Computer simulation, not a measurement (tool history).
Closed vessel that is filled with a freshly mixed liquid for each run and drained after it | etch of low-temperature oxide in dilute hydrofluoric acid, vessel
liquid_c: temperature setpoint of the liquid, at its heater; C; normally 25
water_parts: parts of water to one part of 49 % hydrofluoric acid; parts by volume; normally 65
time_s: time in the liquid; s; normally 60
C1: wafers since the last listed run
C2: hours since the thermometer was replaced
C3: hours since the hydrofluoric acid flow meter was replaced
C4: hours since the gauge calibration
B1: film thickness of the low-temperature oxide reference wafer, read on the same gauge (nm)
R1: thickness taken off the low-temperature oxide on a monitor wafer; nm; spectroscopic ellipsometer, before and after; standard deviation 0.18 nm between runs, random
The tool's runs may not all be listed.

{"run": 1, "day": 0.0, "liquid_c": 25, "water_parts": 65, "time_s": 60, "C1": 0, "C2": 1731.7, "C3": 140.3, "C4": 414.1, "B1": 108.61, "R1": 35.5}
{"run": 2, "day": 2.462, "liquid_c": 25, "water_parts": 65, "time_s": 60, "C1": 4409, "C2": 1790.8, "C3": 199.4, "C4": 473.2, "B1": 108.43, "R1": 35.91}
{"run": 3, "day": 8.675, "liquid_c": 25, "water_parts": 65, "time_s": 60, "C1": 11124, "C2": 1939.9, "C3": 348.5, "C4": 622.3, "B1": 108.11, "R1": 35.1}
{"run": 4, "day": 10.788, "liquid_c": 25, "water_parts": 65, "time_s": 60, "C1": 3782, "C2": 1990.6, "C3": 399.2, "C4": 673, "B1": 107.98, "R1": 35.24}
{"run": 5, "day": 12.15, "liquid_c": 25, "water_parts": 50, "time_s": 60, "C1": 2439, "C2": 2023.3, "C3": 431.9, "C4": 705.7, "B1": 107.88, "R1": 47.46}
{"run": 6, "day": 14.579, "liquid_c": 25, "water_parts": 50, "time_s": 60, "C1": 4349, "C2": 2081.6, "C3": 490.2, "C4": 764, "B1": 107.77, "R1": 47.12}
{"run": 7, "day": 16.533, "liquid_c": 25, "water_parts": 50, "time_s": 60, "C1": 3499, "C2": 2128.5, "C3": 537.1, "C4": 810.9, "B1": 107.66, "R1": 46.8}
{"run": 8, "day": 18.154, "liquid_c": 25, "water_parts": 65, "time_s": 60, "C1": 2902, "C2": 2167.4, "C3": 576, "C4": 849.8, "B1": 107.55, "R1": 35.05}
{"run": 9, "day": 19.854, "liquid_c": 25, "water_parts": 65, "time_s": 60, "C1": 3044, "C2": 2208.2, "C3": 616.8, "C4": 890.6, "B1": 107.47, "R1": 35.36}
{"run": 10, "day": 22.692, "liquid_c": 25, "water_parts": 65, "time_s": 45, "C1": 5081, "C2": 2276.3, "C3": 684.9, "C4": 958.7, "B1": 107.34, "R1": 26.18}
{"run": 11, "day": 24.358, "liquid_c": 25, "water_parts": 65, "time_s": 45, "C1": 2984, "C2": 2316.3, "C3": 724.9, "C4": 998.7, "B1": 107.21, "R1": 26.33}
{"run": 12, "day": 25.592, "liquid_c": 25, "water_parts": 65, "time_s": 45, "C1": 2208, "C2": 2345.9, "C3": 754.5, "C4": 1028.3, "B1": 107.17, "R1": 26.39}
{"run": 13, "day": 26.883, "liquid_c": 28.5, "water_parts": 65, "time_s": 60, "C1": 2312, "C2": 2376.9, "C3": 785.5, "C4": 1059.3, "B1": 107.08, "R1": 40.56}
{"run": 14, "day": 29.579, "liquid_c": 25, "water_parts": 65, "time_s": 60, "C1": 4827, "C2": 2441.6, "C3": 850.2, "C4": 1124, "B1": 106.91, "R1": 35}
{"run": 15, "day": 30.688, "liquid_c": 27.5, "water_parts": 65, "time_s": 60, "C1": 1984, "C2": 2468.2, "C3": 876.8, "C4": 1150.6, "B1": 106.86, "R1": 38.91}
{"run": 16, "day": 31.733, "liquid_c": 25, "water_parts": 65, "time_s": 60, "C1": 1872, "C2": 2493.3, "C3": 901.9, "C4": 1175.7, "B1": 106.78, "R1": 35.42}
{"run": 17, "day": 34.021, "liquid_c": 25, "water_parts": 65, "time_s": 60, "C1": 4096, "C2": 2548.2, "C3": 956.8, "C4": 1230.6, "B1": 106.68, "R1": 34.76}
{"run": 18, "day": 35.992, "liquid_c": 27.5, "water_parts": 65, "time_s": 35, "C1": 3529, "C2": 2595.5, "C3": 1004.1, "C4": 1277.9, "B1": 106.57, "R1": 22.6}
{"run": 19, "day": 38.733, "liquid_c": 25, "water_parts": 65, "time_s": 60, "C1": 4909, "C2": 2661.3, "C3": 1069.9, "C4": 1343.7, "B1": 106.4, "R1": 35}
{"day": 40.354, "done": "thermometer replaced"}
{"run": 20, "day": 41.712, "liquid_c": 25, "water_parts": 65, "time_s": 60, "C1": 5260, "C2": 32.6, "C3": 1141.4, "C4": 1415.2, "B1": 106.23, "R1": 34.84}
{"run": 21, "day": 42.929, "liquid_c": 27, "water_parts": 65, "time_s": 60, "C1": 2178, "C2": 61.8, "C3": 1170.6, "C4": 1444.4, "B1": 106.15, "R1": 37.43}
{"run": 22, "day": 43.962, "liquid_c": 23, "water_parts": 45, "time_s": 85, "C1": 1850, "C2": 86.6, "C3": 1195.4, "C4": 1469.2, "B1": 106.12, "R1": 67.17}
{"run": 23, "day": 45.071, "liquid_c": 25, "water_parts": 75, "time_s": 60, "C1": 1984, "C2": 113.2, "C3": 1222, "C4": 1495.8, "B1": 106.04, "R1": 29.88}
{"day": 45.896, "done": "gauge calibrated"}
{"run": 24, "day": 49.671, "liquid_c": 25, "water_parts": 95, "time_s": 35, "C1": 8237, "C2": 223.6, "C3": 1332.4, "C4": 90.6, "B1": 110.24, "R1": 13.94}
{"run": 25, "day": 50.946, "liquid_c": 26.5, "water_parts": 65, "time_s": 50, "C1": 2283, "C2": 254.2, "C3": 1363, "C4": 121.2, "B1": 110.17, "R1": 32.16}
{"day": 51.279, "done": "hydrofluoric acid flow meter replaced"}
{"run": 26, "day": 53.508, "liquid_c": 23, "water_parts": 55, "time_s": 60, "C1": 4514, "C2": 315.7, "C3": 53.5, "C4": 182.7, "B1": 110.03, "R1": 39.99}
{"run": 27, "day": 55.075, "liquid_c": 20, "water_parts": 65, "time_s": 60, "C1": 2805, "C2": 353.3, "C3": 91.1, "C4": 220.3, "B1": 109.94, "R1": 29.24}
{"run": 28, "day": 56.771, "liquid_c": 25, "water_parts": 65, "time_s": 85, "C1": 3036, "C2": 394, "C3": 131.8, "C4": 261, "B1": 109.87, "R1": 51}
{"run": 29, "day": 59.325, "liquid_c": 27.5, "water_parts": 65, "time_s": 35, "C1": 4573, "C2": 455.3, "C3": 193.1, "C4": 322.3, "B1": 109.72, "R1": 23.07}
{"run": 30, "day": 61.417, "liquid_c": 20.5, "water_parts": 55, "time_s": 90, "C1": 3745, "C2": 505.5, "C3": 243.3, "C4": 372.5, "B1": 109.63, "R1": 53.84}
{"run": 31, "day": 63.646, "liquid_c": 27, "water_parts": 65, "time_s": 30, "C1": 3991, "C2": 559, "C3": 296.8, "C4": 426, "B1": 109.42, "R1": 19.32}
{"run": 32, "day": 66.304, "liquid_c": 25, "water_parts": 65, "time_s": 50, "C1": 4760, "C2": 622.8, "C3": 360.6, "C4": 489.8, "B1": 109.33, "R1": 29.75}
{"run": 33, "day": 68.458, "liquid_c": 23.5, "water_parts": 65, "time_s": 75, "C1": 3857, "C2": 674.5, "C3": 412.3, "C4": 541.5, "B1": 109.16, "R1": 41.98}

3 ways to go on from here, each from the tool as it stands after run 33. What would each give?
{"run": "A", "day": 68.488, "liquid_c": 25, "water_parts": 65, "time_s": 60, "C1": 52, "C2": 675.2, "C3": 413, "C4": 542.2, "B1": "?", "R1": "?"}
{"run": "B", "day": 68.488, "liquid_c": 25, "water_parts": 45, "time_s": 70, "C1": 52, "C2": 675.2, "C3": 413, "C4": 542.2, "B1": "?", "R1": "?"}
{"run": "C", "day": 68.488, "liquid_c": 26.5, "water_parts": 40, "time_s": 75, "C1": 52, "C2": 675.2, "C3": 413, "C4": 542.2, "B1": "?", "R1": "?"}

run=A B1=109.2 R1=35.69
run=B B1=109.2 R1=61.79
run=C B1=109.2 R1=79.74
The same runs, with their run-to-run variation unchanged, on a tool lacking any hidden condition would have given:
run=A R1=35.95
run=B R1=62.25
run=C R1=80.33

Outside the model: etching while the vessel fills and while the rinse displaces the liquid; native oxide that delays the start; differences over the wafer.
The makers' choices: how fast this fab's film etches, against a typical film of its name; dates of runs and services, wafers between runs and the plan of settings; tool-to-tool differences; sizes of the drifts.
